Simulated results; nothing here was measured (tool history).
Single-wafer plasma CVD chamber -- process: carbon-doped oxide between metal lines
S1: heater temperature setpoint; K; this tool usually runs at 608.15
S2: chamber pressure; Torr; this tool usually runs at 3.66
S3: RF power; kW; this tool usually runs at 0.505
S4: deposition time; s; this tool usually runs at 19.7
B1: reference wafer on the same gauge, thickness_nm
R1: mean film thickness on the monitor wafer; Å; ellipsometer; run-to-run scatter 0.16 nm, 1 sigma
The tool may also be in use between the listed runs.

run    day      S1    S2     S3    S4       B1       R1
  1  0.000  608.15  3.66  0.505  19.7  108.020  1051.85
  2  0.733  608.15  3.66  0.505  19.7  107.992  1047.39
  3  1.088  597.15  3.66  0.540  19.7  107.980  1118.07
  4  1.458  597.15  3.66  0.540  19.7  108.027  1117.67
  5  2.117  597.15  3.66  0.540  19.7  107.972  1115.98
  6  2.533  608.15  3.66  0.505  19.7  108.008  1043.13
  7  2.812  608.15  3.66  0.505  19.7  108.029  1045.43
  8  3.075  612.15  3.66  0.505  16.6  107.992   875.53
     3.708  -- capacitance manometer re-zeroed and calibrated
  9  3.750  604.15  4.29  0.560  16.7  108.025   958.91
     4.196  -- showerhead replaced, of another model than before
     4.529  -- gauge calibrated
     4.617  -- thermocouple changed; heater temperature recalibrated
 10  4.638  608.15  3.66  0.505  19.7  108.005  1062.53
 11  4.650  608.15  3.66  0.505  19.7  108.000  1065.74
     5.433  -- RF generator calibrated
 12  5.454  608.15  2.83  0.465  19.7  107.952  1047.92
 13  5.929  595.15  4.36  0.460  17.1  107.991   975.83
 14  6.675  608.15  4.23  0.470  19.7  107.982  1080.49
 15  7.004  608.15  3.66  0.505  21.6  108.052  1188.83

Predict each of these 4 candidate next runs independently; none follows another, all start after run 15:
  A  7.021  608.15  4.16  0.505  19.7   ?   ?
  B  7.021  619.15  3.66  0.505  19.7   ?   ?
  C  7.021  604.15  3.66  0.505  21.0   ?   ?
  D  7.021  597.15  4.50  0.505  19.7   ?   ?

run       B1       R1
  A  108.022  1096.27
  B  108.022  1053.58
  C  108.022  1170.86
  D  108.022  1141.66
Stripped of hidden state, with their random variation kept, the same runs would have yielded:
run       R1
  A  1097.25
  B  1054.52
  C  1171.91
  D  1142.69
